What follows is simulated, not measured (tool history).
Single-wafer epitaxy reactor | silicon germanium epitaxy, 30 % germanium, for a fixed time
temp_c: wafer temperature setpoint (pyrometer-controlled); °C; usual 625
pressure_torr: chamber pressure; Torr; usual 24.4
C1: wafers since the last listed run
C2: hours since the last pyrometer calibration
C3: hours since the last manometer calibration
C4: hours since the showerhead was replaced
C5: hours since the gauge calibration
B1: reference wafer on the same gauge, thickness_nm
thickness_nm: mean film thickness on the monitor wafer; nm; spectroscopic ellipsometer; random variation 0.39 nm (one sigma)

Run 1, hour 0.0: usual settings but temp_c 615 °C; C1 0; C2 691.7; C3 1657.2; C4 6267.3; C5 235.7; B1 85.509. Result: thickness_nm 82.578 nm.
Run 2, hour 28.5: usual settings but pressure_torr 26.9 Torr; C1 632; C2 720.2; C3 1685.7; C4 6295.8; C5 264.2; B1 85.600. Result: thickness_nm 106.040 nm.
Run 3, hour 45.9: usual settings but pressure_torr 26.9 Torr; C1 385; C2 737.6; C3 1703.1; C4 6313.2; C5 281.6; B1 85.572. Result: thickness_nm 106.093 nm.
Run 4, hour 65.0: usual settings but pressure_torr 26.9 Torr; C1 423; C2 756.7; C3 1722.2; C4 6332.3; C5 300.7; B1 85.490. Result: thickness_nm 106.158 nm.
Run 5, hour 149.7: usual settings; C1 1878; C2 841.4; C3 1806.9; C4 6417.0; C5 385.4; B1 85.587. Result: thickness_nm 101.445 nm.
Run 6, hour 183.3: usual settings; C1 745; C2 875.0; C3 1840.5; C4 6450.6; C5 419.0; B1 85.642. Result: thickness_nm 102.481 nm.
Run 7, hour 206.1: usual settings; C1 505; C2 897.8; C3 1863.3; C4 6473.4; C5 441.8; B1 85.603. Result: thickness_nm 101.808 nm.
Run 8, hour 237.9: usual settings but temp_c 615 °C, pressure_torr 28.1 Torr; C1 705; C2 929.6; C3 1895.1; C4 6505.2; C5 473.6; B1 85.553. Result: thickness_nm 89.562 nm.
Run 9, hour 250.2: usual settings but temp_c 615 °C, pressure_torr 28.1 Torr; C1 272; C2 941.9; C3 1907.4; C4 6517.5; C5 485.9; B1 85.545. Result: thickness_nm 89.901 nm.
At hour 278.9: showerhead replaced.
Run 10, hour 279.4: usual settings but pressure_torr 21.9 Torr; C1 470; C2 971.1; C3 1936.6; C4 0.5; C5 515.1; B1 85.590. Result: thickness_nm 96.466 nm.
Run 11, hour 287.7: usual settings but pressure_torr 21.9 Torr; C1 184; C2 979.4; C3 1944.9; C4 8.8; C5 523.4; B1 85.555. Result: thickness_nm 97.018 nm.
Run 12, hour 319.8: usual settings but pressure_torr 21.9 Torr; C1 712; C2 1011.5; C3 1977.0; C4 40.9; C5 555.5; B1 85.628. Result: thickness_nm 97.316 nm.
Run 13, hour 348.9: usual settings but temp_c 631 °C, pressure_torr 27.6 Torr; C1 645; C2 1040.6; C3 2006.1; C4 70.0; C5 584.6; B1 85.619. Result: thickness_nm 123.270 nm.
Run 14, hour 380.9: usual settings; C1 709; C2 1072.6; C3 2038.1; C4 102.0; C5 616.6; B1 85.509. Result: thickness_nm 102.437 nm.
At hour 405.4: capacitance manometer re-zeroed and calibrated.
Run 15, hour 406.2: usual settings but temp_c 638 °C, pressure_torr 20.0 Torr; C1 383; C2 1097.9; C3 0.8; C4 127.3; C5 641.9; B1 85.648. Result: thickness_nm 114.643 nm.
Run 16, hour 428.2: usual settings but temp_c 629 °C, pressure_torr 26.8 Torr; C1 488; C2 1119.9; C3 22.8; C4 149.3; C5 663.9; B1 85.560. Result: thickness_nm 112.082 nm.
Run 17, hour 460.2: usual settings; C1 709; C2 1151.9; C3 54.8; C4 181.3; C5 695.9; B1 85.662. Result: thickness_nm 99.382 nm.
Run 18, hour 472.7: usual settings but temp_c 631 °C, pressure_torr 27.4 Torr; C1 277; C2 1164.4; C3 67.3; C4 193.8; C5 708.4; B1 85.583. Result: thickness_nm 118.715 nm.
Run 19, hour 506.7: usual settings; C1 754; C2 1198.4; C3 101.3; C4 227.8; C5 742.4; B1 85.655. Result: thickness_nm 99.762 nm.
Run 20, hour 519.5: usual settings but temp_c 629 °C; C1 283; C2 1211.2; C3 114.1; C4 240.6; C5 755.2; B1 85.652. Result: thickness_nm 108.237 nm.
At hour 532.6: pyrometer calibrated.
Run 21, hour 548.7: usual settings but temp_c 611 °C; C1 470; C2 16.1; C3 143.3; C4 269.8; C5 784.4; B1 85.606. Result: thickness_nm 71.738 nm.
Run 22, hour 644.1: usual settings; C1 2116; C2 111.5; C3 238.7; C4 365.2; C5 879.8; B1 85.633. Result: thickness_nm 95.612 nm.
Run 23, hour 676.3: usual settings but temp_c 637 °C, pressure_torr 19.9 Torr; C1 714; C2 143.7; C3 270.9; C4 397.4; C5 912.0; B1 85.656. Result: thickness_nm 108.904 nm.
Run 24, hour 689.3: usual settings but pressure_torr 26.9 Torr; C1 288; C2 156.7; C3 283.9; C4 410.4; C5 925.0; B1 85.530. Result: thickness_nm 101.022 nm.
Run 25, hour 711.8: usual settings but temp_c 636 °C; C1 499; C2 179.2; C3 306.4; C4 432.9; C5 947.5; B1 85.541. Result: thickness_nm 119.104 nm.
Run 26, hour 739.1: usual settings; C1 605; C2 206.5; C3 333.7; C4 460.2; C5 974.8; B1 85.721. Result: thickness_nm 96.418 nm.
At hour 746.4: gauge calibrated.
Run 27, hour 766.4: usual settings; C1 605; C2 233.8; C3 361.0; C4 487.5; C5 20.0; B1 85.575. Result: thickness_nm 96.827 nm.
Run 28, hour 793.1: usual settings; C1 592; C2 260.5; C3 387.7; C4 514.2; C5 46.7; B1 85.584. Result: thickness_nm 97.192 nm.
Run 29, hour 806.9: usual settings but pressure_torr 21.2 Torr; C1 306; C2 274.3; C3 401.5; C4 528.0; C5 60.5; B1 85.546. Result: thickness_nm 90.520 nm.
Run 30, hour 833.6: usual settings but temp_c 611 °C, pressure_torr 19.9 Torr; C1 592; C2 301.0; C3 428.2; C4 554.7; C5 87.2; B1 85.512. Result: thickness_nm 65.663 nm.
Run 31, hour 866.4: usual settings but temp_c 630 °C, pressure_torr 30.5 Torr; C1 727; C2 333.8; C3 461.0; C4 587.5; C5 120.0; B1 85.674. Result: thickness_nm 119.835 nm.
Run 32, hour 891.4: usual settings but pressure_torr 29.4 Torr; C1 554; C2 358.8; C3 486.0; C4 612.5; C5 145.0; B1 85.527. Result: thickness_nm 107.089 nm.
Run 33, hour 911.9: usual settings but pressure_torr 21.2 Torr; C1 454; C2 379.3; C3 506.5; C4 633.0; C5 165.5; B1 85.635. Result: thickness_nm 90.879 nm.
Run 34, hour 942.4: usual settings but temp_c 629 °C, pressure_torr 26.4 Torr; C1 676; C2 409.8; C3 537.0; C4 663.5; C5 196.0; B1 85.606. Result: thickness_nm 110.965 nm.
Run 35, hour 1018.8: usual settings but temp_c 636 °C, pressure_torr 22.3 Torr; C1 1694; C2 486.2; C3 613.4; C4 739.9; C5 272.4; B1 85.588. Result: thickness_nm 116.140 nm.

Forecast each of these 4 alternatives for the next run:
Run A, hour 1019.2: usual settings; C1 8; C2 486.6; C3 613.8; C4 740.3; C5 272.8; B1 ?. Result: thickness_nm ?.
Run B, hour 1019.2: usual settings but temp_c 612 °C; C1 8; C2 486.6; C3 613.8; C4 740.3; C5 272.8; B1 ?. Result: thickness_nm ?.
Run C, hour 1019.2: usual settings but pressure_torr 27.7 Torr; C1 8; C2 486.6; C3 613.8; C4 740.3; C5 272.8; B1 ?. Result: thickness_nm ?.
Run D, hour 1019.2: usual settings but temp_c 613 °C, pressure_torr 21.4 Torr; C1 8; C2 486.6; C3 613.8; C4 740.3; C5 272.8; B1 ?. Result: thickness_nm ?.

run      B1  thickness_nm
  A  85.619        98.779
  B  85.619        76.218
  C  85.619       105.238
  D  85.619        72.676
Without the tool's hidden state the same runs would have given:
run  thickness_nm
  A        94.481
  B        72.852
  C       100.659
  D        69.471
